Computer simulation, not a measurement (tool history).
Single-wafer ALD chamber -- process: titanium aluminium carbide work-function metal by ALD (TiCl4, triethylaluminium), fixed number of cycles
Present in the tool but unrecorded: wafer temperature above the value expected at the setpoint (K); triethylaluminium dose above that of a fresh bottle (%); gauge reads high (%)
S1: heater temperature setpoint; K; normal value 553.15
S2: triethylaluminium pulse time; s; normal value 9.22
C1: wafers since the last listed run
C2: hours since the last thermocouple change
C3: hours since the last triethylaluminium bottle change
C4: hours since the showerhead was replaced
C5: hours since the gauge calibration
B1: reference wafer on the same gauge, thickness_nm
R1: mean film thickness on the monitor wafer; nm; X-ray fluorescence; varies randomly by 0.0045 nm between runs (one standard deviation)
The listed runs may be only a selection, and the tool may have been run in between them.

run 1 hour=0 | S1=545.15 S2=9.22 | C1=0 C2=1684.4 C3=532.1 C4=4683 C5=867.1 | B1=1.951 | R1=1.709
run 2 hour=71.7 | S1=545.15 S2=9.22 | C1=881 C2=1756.1 C3=603.8 C4=4754.7 C5=938.8 | B1=1.95 | R1=1.7
-- hour=138.5 gauge calibrated
run 3 hour=223.5 | S1=553.15 S2=9.22 | C1=1865 C2=1907.9 C3=755.6 C4=4906.5 C5=85 | B1=1.95 | R1=1.753
run 4 hour=253.9 | S1=553.15 S2=9.22 | C1=373 C2=1938.3 C3=786 C4=4936.9 C5=115.4 | B1=1.952 | R1=1.752
run 5 hour=319.6 | S1=553.15 S2=9.22 | C1=807 C2=2004 C3=851.7 C4=5002.6 C5=181.1 | B1=1.951 | R1=1.75
run 6 hour=354.5 | S1=553.15 S2=9.22 | C1=428 C2=2038.9 C3=886.6 C4=5037.5 C5=216 | B1=1.949 | R1=1.752
run 7 hour=407.7 | S1=553.15 S2=9.22 | C1=653 C2=2092.1 C3=939.8 C4=5090.7 C5=269.2 | B1=1.951 | R1=1.748
run 8 hour=469.9 | S1=553.15 S2=9.22 | C1=764 C2=2154.3 C3=1002 C4=5152.9 C5=331.4 | B1=1.95 | R1=1.749
run 9 hour=539.8 | S1=553.15 S2=9.22 | C1=858 C2=2224.2 C3=1071.9 C4=5222.8 C5=401.3 | B1=1.951 | R1=1.747
run 10 hour=566.1 | S1=553.15 S2=9.22 | C1=323 C2=2250.5 C3=1098.2 C4=5249.1 C5=427.6 | B1=1.951 | R1=1.742
run 11 hour=632 | S1=553.15 S2=9.22 | C1=809 C2=2316.4 C3=1164.1 C4=5315 C5=493.5 | B1=1.949 | R1=1.743
run 12 hour=665.8 | S1=548.15 S2=9.22 | C1=415 C2=2350.2 C3=1197.9 C4=5348.8 C5=527.3 | B1=1.95 | R1=1.708
-- hour=696.1 triethylaluminium bottle replaced
run 13 hour=720.1 | S1=548.15 S2=9.22 | C1=568 C2=2404.5 C3=24 C4=5403.1 C5=581.6 | B1=1.951 | R1=1.749
run 14 hour=763.6 | S1=562.15 S2=9.22 | C1=534 C2=2448 C3=67.5 C4=5446.6 C5=625.1 | B1=1.948 | R1=1.847
run 15 hour=822 | S1=553.15 S2=9.22 | C1=717 C2=2506.4 C3=125.9 C4=5505 C5=683.5 | B1=1.949 | R1=1.775
run 16 hour=883.1 | S1=553.15 S2=8.05 | C1=750 C2=2567.5 C3=187 C4=5566.1 C5=744.6 | B1=1.952 | R1=1.71
-- hour=891.7 thermocouple changed; heater temperature recalibrated
run 17 hour=932.9 | S1=553.15 S2=9.22 | C1=513 C2=41.2 C3=236.8 C4=5615.9 C5=794.4 | B1=1.949 | R1=1.768
run 18 hour=991.3 | S1=553.15 S2=9.22 | C1=717 C2=99.6 C3=295.2 C4=5674.3 C5=852.8 | B1=1.95 | R1=1.764
run 19 hour=1021.3 | S1=546.15 S2=9.22 | C1=368 C2=129.6 C3=325.2 C4=5704.3 C5=882.8 | B1=1.949 | R1=1.715
-- hour=1050.3 gauge calibrated
run 20 hour=1055 | S1=557.15 S2=11.25 | C1=414 C2=163.3 C3=358.9 C4=5738 C5=4.7 | B1=1.95 | R1=1.844
run 21 hour=1109.4 | S1=553.15 S2=9.22 | C1=668 C2=217.7 C3=413.3 C4=5792.4 C5=59.1 | B1=1.95 | R1=1.752
-- hour=1134.8 showerhead replaced, of another model than before
run 22 hour=1170.5 | S1=553.15 S2=9.22 | C1=652 C2=278.8 C3=474.4 C4=35.7 C5=120.2 | B1=1.951 | R1=1.778
run 23 hour=1233.6 | S1=542.15 S2=7.66 | C1=775 C2=341.9 C3=537.5 C4=98.8 C5=183.3 | B1=1.95 | R1=1.658
run 24 hour=1297.1 | S1=564.15 S2=12.68 | C1=780 C2=405.4 C3=601 C4=162.3 C5=246.8 | B1=1.951 | R1=1.896
run 25 hour=1367.4 | S1=564.15 S2=8.06 | C1=863 C2=475.7 C3=671.3 C4=232.6 C5=317.1 | B1=1.95 | R1=1.822
run 26 hour=1420.3 | S1=553.15 S2=6.91 | C1=650 C2=528.6 C3=724.2 C4=285.5 C5=370 | B1=1.95 | R1=1.701
run 27 hour=1456.6 | S1=542.15 S2=7.04 | C1=446 C2=564.9 C3=760.5 C4=321.8 C5=406.3 | B1=1.95 | R1=1.634
run 28 hour=1493.7 | S1=541.15 S2=12.49 | C1=455 C2=602 C3=797.6 C4=358.9 C5=443.4 | B1=1.951 | R1=1.727
run 29 hour=1534.7 | S1=545.15 S2=11.73 | C1=503 C2=643 C3=838.6 C4=399.9 C5=484.4 | B1=1.949 | R1=1.749
run 30 hour=1568 | S1=567.15 S2=11.39 | C1=409 C2=676.3 C3=871.9 C4=433.2 C5=517.7 | B1=1.95 | R1=1.909
run 31 hour=1634.9 | S1=547.15 S2=5.99 | C1=822 C2=743.2 C3=938.8 C4=500.1 C5=584.6 | B1=1.952 | R1=1.619
run 32 hour=1692.9 | S1=566.15 S2=12.42 | C1=712 C2=801.2 C3=996.8 C4=558.1 C5=642.6 | B1=1.951 | R1=1.915

Across each entry between runs, compare the hidden state at the last listed run before it with the hidden state at the first listed run after it:
Runs 2 to 3: gauge calibrated (hour 138.5)
  triethylaluminium dose above that of a fresh bottle (%): -5.45 -> -6.71
  measured less the result without the state, R1: -0.019 -> -0.026 nm
Runs 12 to 13: triethylaluminium bottle replaced (hour 696.1)
  triethylaluminium dose above that of a fresh bottle (%): -10.4 -> -1.61
  measured less the result without the state, R1: -0.043 -> -0.005 nm
Runs 16 to 17: thermocouple changed; heater temperature recalibrated (hour 891.7)
  triethylaluminium dose above that of a fresh bottle (%): -2.97 -> -3.38
  measured less the result without the state, R1: -0.015 -> -0.012 nm
Runs 19 to 20: gauge calibrated (hour 1050.3)
  triethylaluminium dose above that of a fresh bottle (%): -4.12 -> -4.4
  measured less the result without the state, R1: -0.015 -> -0.009 nm
Runs 21 to 22: showerhead replaced, of another model than before (hour 1134.8)
  triethylaluminium dose above that of a fresh bottle (%): -4.85 -> -5.36
  measured less the result without the state, R1: -0.018 -> -0.01 nm
